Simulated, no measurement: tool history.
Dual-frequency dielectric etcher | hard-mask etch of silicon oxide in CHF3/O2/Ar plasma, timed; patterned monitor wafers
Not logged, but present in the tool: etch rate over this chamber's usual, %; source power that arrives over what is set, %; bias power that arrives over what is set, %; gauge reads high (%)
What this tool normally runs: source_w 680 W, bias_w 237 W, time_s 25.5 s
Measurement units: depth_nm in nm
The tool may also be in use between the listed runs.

run	hour	source_w	bias_w	time_s	wafers since the last listed run	hours since the last wet clean	hours since the last source power generator calibration	hours since the last bias power generator calibration	hours since the last upper electrode change	hours since the gauge calibration	read-back reference wafer on the same gauge, depth_nm	depth_nm
1	0	680	237	25.5	0	198.9	129.3	2539.9	2835.4	2188.5	53	53.3
# hour 38.8: gauge calibrated
2	46.6	680	270	25.5	430	245.5	175.9	2586.5	2882	7.8	54.7	57.6
3	115.2	680	237	25.5	633	314.1	244.5	2655.1	2950.6	76.4	54.5	54.6
4	185.4	680	237	25.5	647	384.3	314.7	2725.3	3020.8	146.6	54.5	54.7
5	277.8	680	237	25.5	852	476.7	407.1	2817.7	3113.2	239	54.3	54.3
6	367.5	680	237	25.5	827	566.4	496.8	2907.4	3202.9	328.7	54.2	54.4
# hour 391.9: wet clean of the chamber
7	418.9	680	237	25.5	252	27	548.2	2958.8	3254.3	380.1	54.1	54.8
8	478.3	680	280	25.5	548	86.4	607.6	3018.2	3313.7	439.5	54.1	56.7
9	567	680	237	25.5	818	175.1	696.3	3106.9	3402.4	528.2	54	54.3
# hour 577.9: bias power generator calibrated
# hour 610.3: upper electrode replaced
10	610.8	680	295	22.5	145	218.9	740.1	32.9	0.5	572	53.9	51
11	678.1	680	237	25.5	621	286.2	807.4	100.2	67.8	639.3	53.8	54.4
12	744.2	680	237	25.5	610	352.3	873.5	166.3	133.9	705.4	53.8	53.6
13	799.9	680	237	22.5	514	408	929.2	222	189.6	761.1	53.7	47.8
14	857.4	790	203	18.5	530	465.5	986.7	279.5	247.1	818.6	53.7	41.2
15	949	680	237	21	845	557.1	1078.3	371.1	338.7	910.2	53.7	44.2
# hour 1034.9: wet clean of the chamber
16	1035.4	760	287	29	575	0.5	1164.7	457.5	425.1	996.6	53.6	68.9
17	1132.6	680	281	22.5	897	97.7	1261.9	554.7	522.3	1093.8	53.6	49.9
18	1204	680	237	31	658	169.1	1333.3	626.1	593.7	1165.2	53.5	65.5
19	1371.4	550	237	19.5	1544	336.5	1500.7	793.5	761.1	1332.6	53.5	35.9
20	1442.2	570	214	25.5	653	407.3	1571.5	864.3	831.9	1403.4	53.5	46.6
21	1484.1	840	237	22	386	449.2	1613.4	906.2	873.8	1445.3	53.4	52.1
22	1584.6	680	237	33	927	549.7	1713.9	1006.7	974.3	1545.8	53.3	69.5
# hour 1668.8: wet clean of the chamber
23	1685.8	780	237	25.5	712	17	1815.1	1107.9	1075.5	1647	53.3	58
24	1753	770	281	25.5	620	84.2	1882.3	1175.1	1142.7	1714.2	53.3	59.7
25	1795	680	237	25.5	387	126.2	1924.3	1217.1	1184.7	1756.2	53.3	53.5
26	1839.1	850	237	19	407	170.3	1968.4	1261.2	1228.8	1800.3	53.4	45
27	1901.4	680	281	25.5	574	232.6	2030.7	1323.5	1291.1	1862.6	53.3	56.5
# hour 1936.2: source power generator calibrated
28	1959.4	780	180	25.5	498	290.6	23.2	1381.5	1349.1	1920.6	53.3	54.4
29	2018.3	580	288	32.5	543	349.5	82.1	1440.4	1408	1979.5	53.3	65

Consider 5 possible next runs. They are alternatives, not a sequence: every one starts from the tool as it was left by run 29. What does each give?
A	2018.7	680	194	25.5	3	349.9	82.5	1440.8	1408.4	1979.9	?	?
B	2018.7	680	194	28	3	349.9	82.5	1440.8	1408.4	1979.9	?	?
C	2018.7	770	263	21.5	3	349.9	82.5	1440.8	1408.4	1979.9	?	?
D	2018.7	780	237	28	3	349.9	82.5	1440.8	1408.4	1979.9	?	?
E	2018.7	680	257	30.5	3	349.9	82.5	1440.8	1408.4	1979.9	?	?

run	read-back reference wafer on the same gauge, depth_nm	depth_nm
A	53.2	50.6
B	53.2	55.6
C	53.2	49.8
D	53.2	63.5
E	53.2	65.4
Stripped of hidden state, with their random variation kept, the same runs would have yielded:
run	depth_nm
A	52.1
B	57.2
C	51.3
D	65.3
E	67.2
